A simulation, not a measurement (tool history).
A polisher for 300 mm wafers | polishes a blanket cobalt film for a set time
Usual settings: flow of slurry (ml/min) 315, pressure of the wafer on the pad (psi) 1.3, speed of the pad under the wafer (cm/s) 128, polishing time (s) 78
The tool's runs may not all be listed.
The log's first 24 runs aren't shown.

run,hour,flow of slurry (ml/min),pressure of the wafer on the pad (psi),speed of the pad under the wafer (cm/s),polishing time (s),wafers since the last listed run,wafers polished on this pad,hours since the slurry nozzle was cleaned,hours since the head pressure was calibrated,"incoming thickness of the incoming film, nm",film removed (Å)
25,1917.4,350,1.0,142,68,410,616,561.8,200.4,901.6,2372
# hour 1977.5: slurry nozzle cleaned
26,2012.6,315,1.8,128,78,913,1530,35.1,295.6,889.2,4416
27,2080.6,215,1.3,128,78,659,2189,103.1,363.6,905.1,2985
28,2149.6,315,1.3,128,78,669,2859,172.1,432.6,910.6,3058
29,2256.9,420,1.5,98,56,1040,3899,279.4,539.9,907.8,2102
# hour 2263.6: head pressure recalibrated
30,2346.8,315,1.6,128,78,852,4752,369.3,83.2,898.2,4121
# hour 2431.7: worn pad replaced by a new one
31,2442.6,350,1.5,128,103,890,105,465.1,179.0,902.9,5025
32,2498.1,280,1.3,150,78,538,644,520.6,234.5,900.5,3610
33,2539.0,315,1.3,128,78,396,1040,561.5,275.4,898.9,3257
34,2621.4,315,1.4,128,99,799,1839,643.9,357.8,893.9,4407
# hour 2664.6: slurry nozzle cleaned
35,2719.5,315,1.3,90,78,941,2781,54.9,455.9,901.8,2489
36,2812.8,395,1.3,128,65,904,3686,148.2,549.2,901.2,2588
37,2903.0,345,1.8,128,78,874,4561,238.4,639.4,902.1,4096

4 ways to go on from here, each from the tool as it stands after run 37. What would each give?
A,2903.5,315,1.3,148,78,4,4566,238.9,639.9,894.6,?
B,2903.5,270,1.6,128,85,4,4566,238.9,639.9,894.6,?
C,2903.5,245,1.4,142,70,4,4566,238.9,639.9,894.6,?
D,2903.5,375,1.5,162,56,4,4566,238.9,639.9,894.6,?

run,film removed (Å)
A,3257
B,3871
C,2971
D,2929
Without the tool's hidden state the same runs would have given:
run,film removed (Å)
A,3689
B,4385
C,3365
D,3318
